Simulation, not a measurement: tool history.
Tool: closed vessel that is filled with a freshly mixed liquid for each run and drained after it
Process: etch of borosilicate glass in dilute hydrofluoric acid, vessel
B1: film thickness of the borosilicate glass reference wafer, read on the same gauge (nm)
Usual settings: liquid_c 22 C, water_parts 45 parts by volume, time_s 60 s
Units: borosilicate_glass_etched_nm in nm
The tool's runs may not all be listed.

{"run": 1, "hour": 0.0, "liquid_c": 19, "water_parts": 55, "time_s": 60, "B1": 29.98, "borosilicate_glass_etched_nm": 36.3}
{"run": 2, "hour": 48.7, "liquid_c": 19, "water_parts": 55, "time_s": 60, "B1": 30.01, "borosilicate_glass_etched_nm": 36.58}
{"run": 3, "hour": 108.5, "liquid_c": 22, "water_parts": 45, "time_s": 60, "B1": 29.98, "borosilicate_glass_etched_nm": 51.36}
{"run": 4, "hour": 176.7, "liquid_c": 22, "water_parts": 45, "time_s": 60, "B1": 30.02, "borosilicate_glass_etched_nm": 51.07}
{"run": 5, "hour": 240.7, "liquid_c": 22, "water_parts": 40, "time_s": 60, "B1": 29.99, "borosilicate_glass_etched_nm": 58.26}
{"run": 6, "hour": 328.6, "liquid_c": 22, "water_parts": 40, "time_s": 60, "B1": 30, "borosilicate_glass_etched_nm": 58.44}
{"run": 7, "hour": 378.8, "liquid_c": 22, "water_parts": 40, "time_s": 60, "B1": 29.99, "borosilicate_glass_etched_nm": 57.38}
{"run": 8, "hour": 468.7, "liquid_c": 22, "water_parts": 45, "time_s": 60, "B1": 30.01, "borosilicate_glass_etched_nm": 49.8}
{"run": 9, "hour": 556.9, "liquid_c": 22, "water_parts": 45, "time_s": 60, "B1": 30, "borosilicate_glass_etched_nm": 51.43}
{"run": 10, "hour": 653.4, "liquid_c": 22, "water_parts": 45, "time_s": 60, "B1": 30.01, "borosilicate_glass_etched_nm": 55.95}
{"run": 11, "hour": 740.2, "liquid_c": 22, "water_parts": 45, "time_s": 60, "B1": 30, "borosilicate_glass_etched_nm": 57.03}
{"run": 12, "hour": 807.1, "liquid_c": 22, "water_parts": 45, "time_s": 60, "B1": 30.01, "borosilicate_glass_etched_nm": 55.49}
{"run": 13, "hour": 911.9, "liquid_c": 18.5, "water_parts": 45, "time_s": 85, "B1": 30, "borosilicate_glass_etched_nm": 67.21}
{"run": 14, "hour": 994.3, "liquid_c": 18.5, "water_parts": 45, "time_s": 85, "B1": 30.01, "borosilicate_glass_etched_nm": 67.38}
{"run": 15, "hour": 1075.7, "liquid_c": 18.5, "water_parts": 45, "time_s": 85, "B1": 29.98, "borosilicate_glass_etched_nm": 62.96}
{"run": 16, "hour": 1145.1, "liquid_c": 22, "water_parts": 40, "time_s": 70, "B1": 30.01, "borosilicate_glass_etched_nm": 69.24}
{"run": 17, "hour": 1209.9, "liquid_c": 18.5, "water_parts": 65, "time_s": 95, "B1": 30.01, "borosilicate_glass_etched_nm": 47.92}
{"run": 18, "hour": 1283.3, "liquid_c": 25, "water_parts": 45, "time_s": 60, "B1": 29.97, "borosilicate_glass_etched_nm": 59.88}
{"run": 19, "hour": 1329.2, "liquid_c": 25, "water_parts": 60, "time_s": 35, "B1": 30.01, "borosilicate_glass_etched_nm": 24.79}
{"run": 20, "hour": 1408.4, "liquid_c": 26, "water_parts": 45, "time_s": 60, "B1": 30.01, "borosilicate_glass_etched_nm": 61.47}
{"run": 21, "hour": 1448.1, "liquid_c": 22, "water_parts": 35, "time_s": 80, "B1": 30.03, "borosilicate_glass_etched_nm": 88.7}
{"run": 22, "hour": 1513.9, "liquid_c": 22, "water_parts": 45, "time_s": 60, "B1": 29.99, "borosilicate_glass_etched_nm": 51.83}
{"run": 23, "hour": 1617.0, "liquid_c": 22, "water_parts": 55, "time_s": 40, "B1": 30.01, "borosilicate_glass_etched_nm": 27.87}
{"run": 24, "hour": 1717.7, "liquid_c": 22, "water_parts": 45, "time_s": 60, "B1": 29.98, "borosilicate_glass_etched_nm": 50.73}
{"run": 25, "hour": 1765.0, "liquid_c": 17.5, "water_parts": 65, "time_s": 60, "B1": 30, "borosilicate_glass_etched_nm": 28.48}
{"run": 26, "hour": 1809.9, "liquid_c": 22, "water_parts": 45, "time_s": 50, "B1": 30, "borosilicate_glass_etched_nm": 43.01}
{"run": 27, "hour": 1874.7, "liquid_c": 17.5, "water_parts": 45, "time_s": 60, "B1": 30, "borosilicate_glass_etched_nm": 41.83}
{"run": 28, "hour": 1953.3, "liquid_c": 22, "water_parts": 30, "time_s": 60, "B1": 30.02, "borosilicate_glass_etched_nm": 76.66}
{"run": 29, "hour": 1998.4, "liquid_c": 18, "water_parts": 50, "time_s": 80, "B1": 29.97, "borosilicate_glass_etched_nm": 51.12}
{"run": 30, "hour": 2049.6, "liquid_c": 20, "water_parts": 30, "time_s": 85, "B1": 29.99, "borosilicate_glass_etched_nm": 102.77}
{"run": 31, "hour": 2153.0, "liquid_c": 27, "water_parts": 35, "time_s": 95, "B1": 30, "borosilicate_glass_etched_nm": 126.84}
{"run": 32, "hour": 2189.9, "liquid_c": 22, "water_parts": 40, "time_s": 60, "B1": 29.98, "borosilicate_glass_etched_nm": 57.42}
{"run": 33, "hour": 2227.1, "liquid_c": 22, "water_parts": 50, "time_s": 60, "B1": 29.99, "borosilicate_glass_etched_nm": 45.12}

Taken out of this log: 3 entries between the listed runs. Where each belongs, and how the hidden state differs across it:
Between runs 9 and 10: thermometer replaced (hour 626.8)
  liquid colder than its thermometer reads (K): 2.74 -> 0.389; hydrofluoric acid flow above the setpoint (%): 6.1 -> 6.36
  measured less the result without the state, borosilicate_glass_etched_nm: -2.85 -> +2.65 nm
Between runs 11 and 12: gauge calibrated (hour 747.1)
  liquid colder than its thermometer reads (K): 0.481 -> 0.553; hydrofluoric acid flow above the setpoint (%): 6.6 -> 6.78
  measured less the result without the state, borosilicate_glass_etched_nm: +2.62 -> +2.5 nm
Between runs 14 and 15: hydrofluoric acid flow meter replaced (hour 1052.4)
  liquid colder than its thermometer reads (K): 0.753 -> 0.84; hydrofluoric acid flow above the setpoint (%): 7.28 -> 0.605
  measured less the result without the state, borosilicate_glass_etched_nm: +2.74 -> -1.92 nm
